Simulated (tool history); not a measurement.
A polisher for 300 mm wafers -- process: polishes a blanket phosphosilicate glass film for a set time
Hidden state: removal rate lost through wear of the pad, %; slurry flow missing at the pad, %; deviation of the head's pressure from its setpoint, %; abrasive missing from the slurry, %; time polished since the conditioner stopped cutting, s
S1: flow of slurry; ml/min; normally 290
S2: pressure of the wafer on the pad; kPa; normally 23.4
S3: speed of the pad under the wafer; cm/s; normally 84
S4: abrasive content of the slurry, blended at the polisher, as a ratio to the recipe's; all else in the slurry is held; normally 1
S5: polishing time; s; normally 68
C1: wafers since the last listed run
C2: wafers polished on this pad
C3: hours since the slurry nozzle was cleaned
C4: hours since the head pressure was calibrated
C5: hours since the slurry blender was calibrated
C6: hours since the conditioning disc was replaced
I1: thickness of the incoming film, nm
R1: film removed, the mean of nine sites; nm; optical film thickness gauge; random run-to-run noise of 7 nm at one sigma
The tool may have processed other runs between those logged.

Run 1, hour 0: usual settings but S3 70 cm/s; C1 0; C2 4053; C3 261; C4 16.6; C5 121.6; C6 440.5; I1 4037.2. Result: R1 422.6 nm.
Run 2, hour 68.2: usual settings but S4 1.15, S5 90 s; C1 618; C2 4672; C3 329.2; C4 84.8; C5 189.8; C6 508.7; I1 3999.5. Result: R1 616 nm.
Run 3, hour 127.5: usual settings but S2 29 kPa, S3 110 cm/s, S4 0.75; C1 537; C2 5210; C3 388.5; C4 144.1; C5 249.1; C6 568; I1 3945.9. Result: R1 552.6 nm.
Run 4, hour 188.5: usual settings; C1 553; C2 5763; C3 449.5; C4 205.1; C5 310.1; C6 629; I1 4033.9. Result: R1 434.4 nm.
At hour 193.2: conditioning disc replaced and pad reconditioned.
At hour 223.2: worn pad replaced by a new one.
Run 5, hour 224.8: usual settings but S5 80 s; C1 274; C2 14; C3 485.8; C4 241.4; C5 346.4; C6 31.6; I1 4125.1. Result: R1 547.5 nm.
Run 6, hour 306.1: usual settings but S4 1.1; C1 737; C2 751; C3 567.1; C4 322.7; C5 427.7; C6 112.9; I1 4065.2. Result: R1 497.5 nm.
At hour 310.6: slurry nozzle cleaned.
Run 7, hour 397.3: usual settings; C1 817; C2 1569; C3 86.7; C4 413.9; C5 518.9; C6 204.1; I1 3970.1. Result: R1 465.5 nm.
Run 8, hour 436.1: usual settings but S4 0.75, S5 52 s; C1 351; C2 1921; C3 125.5; C4 452.7; C5 557.7; C6 242.9; I1 4114.4. Result: R1 332 nm.
At hour 560.9: slurry blender recalibrated.
Run 9, hour 591.5: usual settings but S3 62 cm/s, S5 91 s; C1 1391; C2 3312; C3 280.9; C4 608.1; C5 30.6; C6 398.3; I1 4071.5. Result: R1 546.9 nm.
Run 10, hour 680.4: usual settings but S2 26.9 kPa, S4 1.2, S5 87 s; C1 806; C2 4118; C3 369.8; C4 697; C5 119.5; C6 487.2; I1 4041.1. Result: R1 722.4 nm.
Run 11, hour 718.5: usual settings; C1 345; C2 4464; C3 407.9; C4 735.1; C5 157.6; C6 525.3; I1 4059.2. Result: R1 446.8 nm.
At hour 759.2: conditioning disc replaced and pad reconditioned.
Run 12, hour 764.1: usual settings but S1 200 ml/min, S2 17.2 kPa, S3 106 cm/s; C1 395; C2 4859; C3 453.5; C4 780.7; C5 203.2; C6 4.9; I1 3989.2. Result: R1 357.1 nm.
At hour 826.6: worn pad replaced by a new one.
Run 13, hour 848.9: usual settings but S2 25.5 kPa, S4 1.25; C1 732; C2 202; C3 538.3; C4 865.5; C5 288; C6 89.7; I1 4015.4. Result: R1 581 nm.
At hour 867.6: slurry nozzle cleaned.
Run 14, hour 911.2: usual settings but S1 380 ml/min, S2 29.6 kPa; C1 555; C2 758; C3 43.6; C4 927.8; C5 350.3; C6 152; I1 4064.7. Result: R1 624.5 nm.
Run 15, hour 982.9: usual settings; C1 650; C2 1408; C3 115.3; C4 999.5; C5 422; C6 223.7; I1 4090.8. Result: R1 495.5 nm.
Run 16, hour 1023.4: usual settings but S1 195 ml/min, S2 31.7 kPa; C1 367; C2 1775; C3 155.8; C4 1040; C5 462.5; C6 264.2; I1 4050.6. Result: R1 632.8 nm.
At hour 1044.7: head pressure recalibrated.
Run 17, hour 1106.9: usual settings but S1 320 ml/min, S2 27.6 kPa, S4 1.15; C1 739; C2 2514; C3 239.3; C4 62.2; C5 546; C6 347.7; I1 4113. Result: R1 591.1 nm.
At hour 1155.7: slurry blender recalibrated.
Run 18, hour 1157.1: usual settings but S2 28.3 kPa, S4 0.75; C1 437; C2 2951; C3 289.5; C4 112.4; C5 1.4; C6 397.9; I1 4123.8. Result: R1 501.9 nm.
Run 19, hour 1238.2: usual settings; C1 735; C2 3687; C3 370.6; C4 193.5; C5 82.5; C6 479; I1 3956.4. Result: R1 460.6 nm.
Run 20, hour 1282.5: usual settings but S1 215 ml/min, S4 0.8, S5 48 s; C1 401; C2 4088; C3 414.9; C4 237.8; C5 126.8; C6 523.3; I1 4010.5. Result: R1 285.5 nm.
At hour 1304.3: conditioning disc replaced and pad reconditioned.
Run 21, hour 1380.9: usual settings; C1 874; C2 4963; C3 513.3; C4 336.2; C5 225.2; C6 76.6; I1 4048. Result: R1 442.2 nm.
At hour 1411.3: worn pad replaced by a new one.
At hour 1433.8: slurry nozzle cleaned.
Run 22, hour 1435.5: usual settings but S1 255 ml/min, S2 29 kPa, S3 112 cm/s; C1 449; C2 210; C3 1.7; C4 390.8; C5 279.8; C6 131.2; I1 4010.7. Result: R1 690.1 nm.
Run 23, hour 1473.7: usual settings but S5 85 s; C1 346; C2 556; C3 39.9; C4 429; C5 318; C6 169.4; I1 4052.1. Result: R1 606.2 nm.
Run 24, hour 1517.1: usual settings but S2 27.6 kPa; C1 393; C2 950; C3 83.3; C4 472.4; C5 361.4; C6 212.8; I1 4051.3. Result: R1 576.4 nm.

The tool's hidden state at each run:
slurry flow missing at the pad, %: 0 across all the runs
deviation of the head's pressure from its setpoint, %: 0 across all the runs
abrasive missing from the slurry, %: 0 across all the runs
time polished since the conditioner stopped cutting, s: 0 across all the runs
H1: removal rate lost through wear of the pad, %
run     H1
  1   6.31
  2   8.27
  3   10.2
  4   12.4
  5  0.938
  6   1.14
  7   1.83
  8   2.27
  9   4.93
 10   7.09
 11   8.16
 12   9.55
 13  0.271
 14  0.468
 15  0.976
 16    1.4
 17   2.57
 18   3.47
 19   5.25
 20   6.38
 21   9.31
 22  0.356
 23  0.454
 24  0.669
